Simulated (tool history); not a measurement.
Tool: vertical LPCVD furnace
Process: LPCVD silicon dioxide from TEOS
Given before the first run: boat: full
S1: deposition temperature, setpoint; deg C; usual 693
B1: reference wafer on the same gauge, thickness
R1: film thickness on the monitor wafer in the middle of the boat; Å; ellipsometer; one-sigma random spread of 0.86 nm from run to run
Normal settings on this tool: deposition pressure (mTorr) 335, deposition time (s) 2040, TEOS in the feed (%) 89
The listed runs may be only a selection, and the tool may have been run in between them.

run 1 day=0.000 | S1=693 deposition_pressure_(mTorr)=335 deposition_time_(s)=2040 TEOS_in_the_feed_(%)=89 | B1=296.12 | R1=2721.5
run 2 day=1.171 | S1=693 deposition_pressure_(mTorr)=335 deposition_time_(s)=2040 TEOS_in_the_feed_(%)=89 | B1=296.45 | R1=2726.7
run 3 day=3.821 | S1=693 deposition_pressure_(mTorr)=335 deposition_time_(s)=2040 TEOS_in_the_feed_(%)=89 | B1=296.29 | R1=2707.7
run 4 day=5.421 | S1=693 deposition_pressure_(mTorr)=335 deposition_time_(s)=2040 TEOS_in_the_feed_(%)=89 | B1=296.07 | R1=2717.2
run 5 day=7.492 | S1=693 deposition_pressure_(mTorr)=335 deposition_time_(s)=2040 TEOS_in_the_feed_(%)=89 | B1=296.17 | R1=2723.5
-- day=12.579 thermocouples replaced and temperature profile calibrated
run 6 day=15.733 | S1=693 deposition_pressure_(mTorr)=335 deposition_time_(s)=2040 TEOS_in_the_feed_(%)=89 | B1=296.04 | R1=2511.2
-- day=18.179 TEOS flow controller replaced
run 7 day=18.200 | S1=693 deposition_pressure_(mTorr)=335 deposition_time_(s)=2040 TEOS_in_the_feed_(%)=89 | B1=296.32 | R1=2529.9
-- day=18.542 gauge calibrated
run 8 day=20.292 | S1=693 deposition_pressure_(mTorr)=335 deposition_time_(s)=2040 TEOS_in_the_feed_(%)=89 | B1=295.91 | R1=2522.8
run 9 day=22.588 | S1=693 deposition_pressure_(mTorr)=335 deposition_time_(s)=2040 TEOS_in_the_feed_(%)=89 | B1=296.24 | R1=2555.0
-- day=23.650 pressure gauge zeroed
run 10 day=24.875 | S1=686 deposition_pressure_(mTorr)=270 deposition_time_(s)=2430 TEOS_in_the_feed_(%)=89 | B1=295.27 | R1=2329.8
run 11 day=25.975 | S1=701 deposition_pressure_(mTorr)=335 deposition_time_(s)=1770 TEOS_in_the_feed_(%)=89 | B1=296.05 | R1=2679.6
run 12 day=28.079 | S1=702 deposition_pressure_(mTorr)=335 deposition_time_(s)=2040 TEOS_in_the_feed_(%)=97 | B1=296.07 | R1=3322.6
run 13 day=30.000 | S1=682 deposition_pressure_(mTorr)=305 deposition_time_(s)=2820 TEOS_in_the_feed_(%)=97 | B1=295.60 | R1=2743.6
run 14 day=32.496 | S1=701 deposition_pressure_(mTorr)=335 deposition_time_(s)=1560 TEOS_in_the_feed_(%)=89 | B1=296.33 | R1=2393.4

Consider 5 possible next runs. They are alternatives, not a sequence: every one starts from the tool as it was left by run 14. What does each give?
run A day=32.704 | S1=693 deposition_pressure_(mTorr)=335 deposition_time_(s)=2040 TEOS_in_the_feed_(%)=89 | B1=? | R1=?
run B day=32.704 | S1=688 deposition_pressure_(mTorr)=335 deposition_time_(s)=1740 TEOS_in_the_feed_(%)=89 | B1=? | R1=?
run C day=32.704 | S1=701 deposition_pressure_(mTorr)=335 deposition_time_(s)=2760 TEOS_in_the_feed_(%)=89 | B1=? | R1=?
run D day=32.704 | S1=698 deposition_pressure_(mTorr)=335 deposition_time_(s)=2040 TEOS_in_the_feed_(%)=81 | B1=? | R1=?
run E day=32.704 | S1=693 deposition_pressure_(mTorr)=335 deposition_time_(s)=2040 TEOS_in_the_feed_(%)=83 | B1=? | R1=?

run=A B1=295.67 R1=2581.4
run=B B1=295.67 R1=1956.5
run=C B1=295.67 R1=4208.2
run=D B1=295.67 R1=2768.0
run=E B1=295.67 R1=2492.9
Without the tool's unlogged condition, the same runs would have read:
run=A R1=2457.4
run=B R1=1861.6
run=C R1=4009.3
run=D R1=2636.4
run=E R1=2373.1

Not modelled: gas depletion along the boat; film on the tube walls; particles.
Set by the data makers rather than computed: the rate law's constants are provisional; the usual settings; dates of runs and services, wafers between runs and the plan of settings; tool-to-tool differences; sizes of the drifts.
